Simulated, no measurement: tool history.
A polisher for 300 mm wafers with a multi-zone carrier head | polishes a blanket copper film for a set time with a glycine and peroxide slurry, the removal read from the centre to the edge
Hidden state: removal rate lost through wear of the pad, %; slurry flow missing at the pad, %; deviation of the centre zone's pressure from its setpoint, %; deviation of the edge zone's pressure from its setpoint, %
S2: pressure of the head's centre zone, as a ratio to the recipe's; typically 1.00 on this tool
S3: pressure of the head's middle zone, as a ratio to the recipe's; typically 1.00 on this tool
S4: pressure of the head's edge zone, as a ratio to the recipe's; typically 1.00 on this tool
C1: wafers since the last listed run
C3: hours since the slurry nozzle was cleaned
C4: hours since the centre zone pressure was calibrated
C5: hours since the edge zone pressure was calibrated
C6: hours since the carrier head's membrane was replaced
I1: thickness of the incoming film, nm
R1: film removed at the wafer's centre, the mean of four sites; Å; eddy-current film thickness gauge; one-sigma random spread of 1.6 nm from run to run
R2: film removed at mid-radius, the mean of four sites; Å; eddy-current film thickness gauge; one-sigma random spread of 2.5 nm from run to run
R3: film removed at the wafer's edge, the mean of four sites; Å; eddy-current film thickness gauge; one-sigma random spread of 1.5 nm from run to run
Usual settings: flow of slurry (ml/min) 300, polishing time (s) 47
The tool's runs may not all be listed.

Run 1, hour 0.0: usual settings but S2 1.07, S3 0.90; C1 0; wafers polished on this pad 355; C3 401.8; C4 1357.1; C5 768.1; C6 739.0; I1 1904.6. Result: R1 2502 Å, R2 1852 Å, R3 2085 Å.
Run 2, hour 16.6: usual settings but polishing time (s) 53; C1 179; wafers polished on this pad 535; C3 418.4; C4 1373.7; C5 784.7; C6 755.6; I1 1876.5. Result: R1 2660 Å, R2 2357 Å, R3 2341 Å.
At hour 38.1: worn pad replaced by a new one.
Run 3, hour 38.6: usual settings but S3 1.09; C1 195; wafers polished on this pad 4; C3 440.4; C4 1395.7; C5 806.7; C6 777.6; I1 1886.1. Result: R1 2321 Å, R2 2256 Å, R3 2078 Å.
Run 4, hour 49.1: usual settings but S3 1.09; C1 113; wafers polished on this pad 118; C3 450.9; C4 1406.2; C5 817.2; C6 788.1; I1 1873.8. Result: R1 2346 Å, R2 2231 Å, R3 2097 Å.
Run 5, hour 59.4: usual settings; C1 111; wafers polished on this pad 230; C3 461.2; C4 1416.5; C5 827.5; C6 798.4; I1 1883.4. Result: R1 2329 Å, R2 2052 Å, R3 2048 Å.
Run 6, hour 71.9: usual settings but flow of slurry (ml/min) 225, S2 1.08; C1 135; wafers polished on this pad 365; C3 473.7; C4 1429.0; C5 840.0; C6 810.9; I1 1925.9. Result: R1 2432 Å, R2 1964 Å, R3 2031 Å.
Run 7, hour 85.1: usual settings but flow of slurry (ml/min) 225, S2 1.08; C1 143; wafers polished on this pad 508; C3 486.9; C4 1442.2; C5 853.2; C6 824.1; I1 1909.4. Result: R1 2427 Å, R2 2020 Å, R3 2037 Å.
Run 8, hour 95.2: usual settings but flow of slurry (ml/min) 230, polishing time (s) 57; C1 109; wafers polished on this pad 618; C3 497.0; C4 1452.3; C5 863.3; C6 834.2; I1 1915.3. Result: R1 2750 Å, R2 2427 Å, R3 2468 Å.
At hour 105.1: edge zone pressure recalibrated.
At hour 113.7: worn pad replaced by a new one.
Run 9, hour 114.2: usual settings but S3 1.03; C1 140; wafers polished on this pad 5; C3 516.0; C4 1471.3; C5 9.1; C6 853.2; I1 1884.9. Result: R1 2351 Å, R2 2127 Å, R3 2067 Å.
Run 10, hour 126.0: usual settings but flow of slurry (ml/min) 370, S2 1.08, S3 1.05, polishing time (s) 54; C1 127; wafers polished on this pad 133; C3 527.8; C4 1483.1; C5 20.9; C6 865.0; I1 1887.4. Result: R1 3006 Å, R2 2509 Å, R3 2418 Å.
At hour 137.3: carrier head's membrane replaced by a new one.
Run 11, hour 137.8: usual settings; C1 73; wafers polished on this pad 207; C3 539.6; C4 1494.9; C5 32.7; C6 0.5; I1 1932.1. Result: R1 2365 Å, R2 2050 Å, R3 2109 Å.
Run 12, hour 149.5: usual settings; C1 126; wafers polished on this pad 333; C3 551.3; C4 1506.6; C5 44.4; C6 12.2; I1 1911.8. Result: R1 2334 Å, R2 2070 Å, R3 2096 Å.
Run 13, hour 158.5: usual settings but S2 1.11, polishing time (s) 36; C1 97; wafers polished on this pad 431; C3 560.3; C4 1515.6; C5 53.4; C6 21.2; I1 1894.6. Result: R1 1988 Å, R2 1566 Å, R3 1601 Å.
At hour 179.7: worn pad replaced by a new one.
Run 14, hour 180.2: usual settings but S2 1.12; C1 191; wafers polished on this pad 5; C3 582.0; C4 1537.3; C5 75.1; C6 42.9; I1 1901.2. Result: R1 2599 Å, R2 2076 Å, R3 2083 Å.
At hour 182.6: slurry nozzle cleaned.
Run 15, hour 192.2: usual settings but flow of slurry (ml/min) 260, S2 0.89; C1 119; wafers polished on this pad 124; C3 9.6; C4 1549.3; C5 87.1; C6 54.9; I1 1888.9. Result: R1 2052 Å, R2 2048 Å, R3 2079 Å.
At hour 199.9: centre zone pressure recalibrated.
Run 16, hour 206.1: usual settings but flow of slurry (ml/min) 275, polishing time (s) 58; C1 128; wafers polished on this pad 253; C3 23.5; C4 6.2; C5 101.0; C6 68.8; I1 1875.7. Result: R1 2560 Å, R2 2515 Å, R3 2565 Å.
Run 17, hour 216.9: usual settings; C1 117; wafers polished on this pad 370; C3 34.3; C4 17.0; C5 111.8; C6 79.6; I1 1916.9. Result: R1 2148 Å, R2 2056 Å, R3 2076 Å.
Run 18, hour 233.2: usual settings but flow of slurry (ml/min) 335, S4 0.95; C1 176; wafers polished on this pad 547; C3 50.6; C4 33.3; C5 128.1; C6 95.9; I1 1922.2. Result: R1 2166 Å, R2 2076 Å, R3 2050 Å.
Run 19, hour 247.8: usual settings but flow of slurry (ml/min) 210, S2 0.91, S3 0.96, S4 1.07; C1 158; wafers polished on this pad 705; C3 65.2; C4 47.9; C5 142.7; C6 110.5; I1 1933.3. Result: R1 1871 Å, R2 1888 Å, R3 2063 Å.
At hour 252.5: worn pad replaced by a new one.
Run 20, hour 255.1: usual settings but polishing time (s) 43; C1 35; wafers polished on this pad 27; C3 72.5; C4 55.2; C5 150.0; C6 117.8; I1 1902.3. Result: R1 1959 Å, R2 1886 Å, R3 1928 Å.
Run 21, hour 269.1: usual settings; C1 151; wafers polished on this pad 179; C3 86.5; C4 69.2; C5 164.0; C6 131.8; I1 1886.2. Result: R1 2171 Å, R2 2076 Å, R3 2067 Å.

Below are 5 alternative next runs, each starting from the tool's condition after run 21. Predict each:
Run A, hour 269.5: usual settings but S3 1.05; C1 4; wafers polished on this pad 183; C3 86.9; C4 69.6; C5 164.4; C6 132.2; I1 1932.6. Result: R1 ?, R2 ?, R3 ?.
Run B, hour 269.5: usual settings but S4 0.94; C1 4; wafers polished on this pad 183; C3 86.9; C4 69.6; C5 164.4; C6 132.2; I1 1932.6. Result: R1 ?, R2 ?, R3 ?.
Run C, hour 269.5: usual settings but S2 0.88, S4 1.05; C1 4; wafers polished on this pad 183; C3 86.9; C4 69.6; C5 164.4; C6 132.2; I1 1932.6. Result: R1 ?, R2 ?, R3 ?.
Run D, hour 269.5: usual settings but flow of slurry (ml/min) 355, S2 0.89; C1 4; wafers polished on this pad 183; C3 86.9; C4 69.6; C5 164.4; C6 132.2; I1 1932.6. Result: R1 ?, R2 ?, R3 ?.
Run E, hour 269.5: usual settings but polishing time (s) 35; C1 4; wafers polished on this pad 183; C3 86.9; C4 69.6; C5 164.4; C6 132.2; I1 1932.6. Result: R1 ?, R2 ?, R3 ?.

run    R1    R2    R3
  A  2182  2137  2064
  B  2181  2051  2019
  C  1918  2052  2105
  D  1975  2086  2092
  E  1624  1527  1538
Take away the tool's hidden state, keep each run's random variation, and the runs would have read:
run    R1    R2    R3
  A  2098  2138  2064
  B  2097  2051  2019
  C  1843  2053  2105
  D  1898  2086  2092
  E  1561  1528  1538
